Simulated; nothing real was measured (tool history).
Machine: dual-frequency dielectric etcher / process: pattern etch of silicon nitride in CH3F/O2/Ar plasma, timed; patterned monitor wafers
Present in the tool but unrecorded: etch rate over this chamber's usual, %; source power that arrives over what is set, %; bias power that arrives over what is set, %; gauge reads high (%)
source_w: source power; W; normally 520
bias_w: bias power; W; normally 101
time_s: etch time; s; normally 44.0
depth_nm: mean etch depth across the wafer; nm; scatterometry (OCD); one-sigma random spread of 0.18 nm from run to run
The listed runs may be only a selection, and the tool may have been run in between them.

run,day,source_w,bias_w,time_s,wafers since the last listed run,hours since the last wet clean,hours since the last source power generator calibration,hours since the last bias power generator calibration,hours since the last upper electrode change,hours since the gauge calibration,"read-back reference wafer on the same gauge, depth_nm",depth_nm
1,0.000,580,101,44.0,0,320.4,891.7,2647.2,1533.2,371.6,45.58,43.48
2,2.004,580,101,44.0,445,368.5,939.8,2695.3,1581.3,419.7,45.59,43.47
3,4.729,520,101,44.0,605,433.9,1005.2,2760.7,1646.7,485.1,45.59,41.12
# day 9.712: wet clean of the chamber
4,9.733,520,101,44.0,890,0.5,1125.3,2880.8,1766.8,605.2,45.59,41.02
5,10.604,520,101,44.0,193,21.4,1146.2,2901.7,1787.7,626.1,45.60,41.29
6,14.138,520,101,44.0,785,106.2,1231.0,2986.5,1872.5,710.9,45.60,41.56
7,16.946,420,101,44.0,624,173.6,1298.4,3053.9,1939.9,778.3,45.57,36.66
# day 18.325: upper electrode replaced
8,20.629,420,101,44.0,596,262.0,1386.8,3142.3,55.3,866.7,45.59,36.60
9,23.612,520,114,44.0,663,333.6,1458.4,3213.9,126.9,938.3,45.63,42.66
# day 24.162: bias power generator calibrated
10,26.925,520,101,44.0,699,413.1,1537.9,66.3,206.4,1017.8,45.55,41.64
11,29.596,520,107,31.0,593,477.2,1602.0,130.4,270.5,1081.9,45.63,29.46
# day 31.279: wet clean of the chamber
12,32.158,640,119,44.0,347,21.1,1663.5,191.9,332.0,1143.4,45.61,47.56
13,35.246,420,92,53.5,686,95.2,1737.6,266.0,406.1,1217.5,45.61,43.47
# day 37.504: source power generator calibrated
14,38.679,460,85,54.0,726,177.6,28.2,348.4,488.5,1299.9,45.59,45.86
# day 41.575: gauge calibrated
15,45.025,520,101,44.0,1410,329.9,180.5,500.7,640.8,82.8,45.60,41.24
16,47.229,520,114,44.0,490,382.8,233.4,553.6,693.7,135.7,45.58,42.53
17,49.133,520,111,36.0,423,428.5,279.1,599.3,739.4,181.4,45.58,34.46
# day 52.029: wet clean of the chamber
18,53.508,450,101,33.0,750,35.5,384.1,704.3,844.4,286.4,45.61,28.57

5 ways to go on from here, each from the tool as it stands after run 18. What would each give?
A,53.525,520,101,39.0,3,35.9,384.5,704.7,844.8,286.8,?,?
B,53.525,520,101,53.0,3,35.9,384.5,704.7,844.8,286.8,?,?
C,53.525,520,101,39.5,3,35.9,384.5,704.7,844.8,286.8,?,?
D,53.525,520,88,44.0,3,35.9,384.5,704.7,844.8,286.8,?,?
E,53.525,440,101,44.0,3,35.9,384.5,704.7,844.8,286.8,?,?

run,"read-back reference wafer on the same gauge, depth_nm",depth_nm
A,45.59,36.60
B,45.59,49.74
C,45.59,37.07
D,45.59,39.99
E,45.59,37.74
Had the tool no hidden state, the same runs would have come out as:
run,depth_nm
A,36.60
B,49.74
C,37.07
D,39.99
E,37.74
